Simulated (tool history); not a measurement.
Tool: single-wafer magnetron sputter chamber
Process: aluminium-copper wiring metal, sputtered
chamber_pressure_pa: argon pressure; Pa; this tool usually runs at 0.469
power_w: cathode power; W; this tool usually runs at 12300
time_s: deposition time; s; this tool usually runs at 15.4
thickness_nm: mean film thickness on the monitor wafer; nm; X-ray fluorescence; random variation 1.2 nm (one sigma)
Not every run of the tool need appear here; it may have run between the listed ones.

| run | hour | chamber_pressure_pa | power_w | time_s | wafers since the last listed run | wafers on the sputter target | hours since the last manometer calibration | hours since the magnet pack was replaced | hours since the gauge calibration | read-back reference wafer on the same gauge, thickness_nm | thickness_nm |
|---|---|---|---|---|---|---|---|---|---|---|---|
| 1 | 0.0 | 0.339 | 12300 | 15.4 | 0 | 2512 | 1439.3 | 9729.5 | 190.9 | 349.814 | 349.764 |
|  | 44.9 | sputter target and shields replaced |
| 2 | 53.7 | 0.339 | 12300 | 15.4 | 1035 | 198 | 1493.0 | 9783.2 | 244.6 | 350.343 | 349.332 |
| 3 | 123.7 | 0.469 | 12300 | 16.1 | 1585 | 1783 | 1563.0 | 9853.2 | 314.6 | 350.250 | 339.009 |
| 4 | 148.7 | 0.469 | 12300 | 16.1 | 566 | 2349 | 1588.0 | 9878.2 | 339.6 | 349.568 | 337.455 |
| 5 | 183.1 | 0.469 | 12300 | 16.1 | 779 | 3129 | 1622.4 | 9912.6 | 374.0 | 350.090 | 339.611 |
|  | 202.1 | sputter target and shields replaced |
| 6 | 207.3 | 0.540 | 14050 | 15.4 | 366 | 118 | 1646.6 | 9936.8 | 398.2 | 349.958 | 348.939 |
| 7 | 251.9 | 0.540 | 14050 | 15.4 | 1010 | 1128 | 1691.2 | 9981.4 | 442.8 | 349.955 | 347.769 |
| 8 | 299.1 | 0.540 | 14050 | 15.4 | 1068 | 2197 | 1738.4 | 10028.6 | 490.0 | 349.849 | 346.886 |
|  | 319.9 | magnet pack replaced |
|  | 350.9 | sputter target and shields replaced |
| 9 | 351.4 | 0.469 | 11350 | 15.4 | 822 | 11 | 1790.7 | 31.5 | 542.3 | 349.926 | 304.453 |
| 10 | 391.3 | 0.324 | 14100 | 13.3 | 903 | 914 | 1830.6 | 71.4 | 582.2 | 349.964 | 336.353 |
| 11 | 459.3 | 0.379 | 9650 | 14.2 | 1540 | 2454 | 1898.6 | 139.4 | 650.2 | 349.782 | 258.063 |
|  | 491.2 | sputter target and shields replaced |
|  | 514.8 | gauge calibrated |
| 12 | 523.7 | 0.469 | 11500 | 16.5 | 1277 | 735 | 1963.0 | 203.8 | 8.9 | 350.190 | 324.621 |
|  | 550.7 | capacitance manometer re-zeroed and calibrated |
| 13 | 579.8 | 0.469 | 14400 | 15.4 | 1089 | 1824 | 29.1 | 259.9 | 65.0 | 350.142 | 375.656 |
| 14 | 633.1 | 0.469 | 12300 | 15.4 | 1207 | 3032 | 82.4 | 313.2 | 118.3 | 350.020 | 329.089 |
|  | 653.5 | sputter target and shields replaced |
| 15 | 663.6 | 0.392 | 12300 | 13.8 | 509 | 229 | 112.9 | 343.7 | 148.8 | 349.802 | 310.223 |
| 16 | 704.4 | 0.648 | 12300 | 12.8 | 924 | 1153 | 153.7 | 384.5 | 189.6 | 350.153 | 252.326 |
| 17 | 751.6 | 0.304 | 13350 | 17.3 | 1068 | 2222 | 200.9 | 431.7 | 236.8 | 350.146 | 430.067 |
| 18 | 782.6 | 0.469 | 12300 | 15.4 | 702 | 2924 | 231.9 | 462.7 | 267.8 | 349.866 | 330.612 |

Hidden state or all else? Some run-to-run changes of thickness_nm, split into what the settings, what came in and random variation would give without the hidden state, and what is left for the hidden state (with any gauge scatter that isn't in both results):
The tool's hidden condition here consists of: deposition rate above that of a new target (%); true argon pressure above the setpoint (%); gauge reads high (%).
Run 12 -> 13: power_w 11500 -> 14400, time_s 16.5 -> 15.4, capacitance manometer re-zeroed and calibrated. thickness_nm +51.035 nm: hidden state +9.167, all else +41.868.
Run 16 -> 17: chamber_pressure_pa 0.648 -> 0.304, power_w 12300 -> 13350, time_s 12.8 -> 17.3. thickness_nm +177.741 nm: hidden state -0.014, all else +177.755.
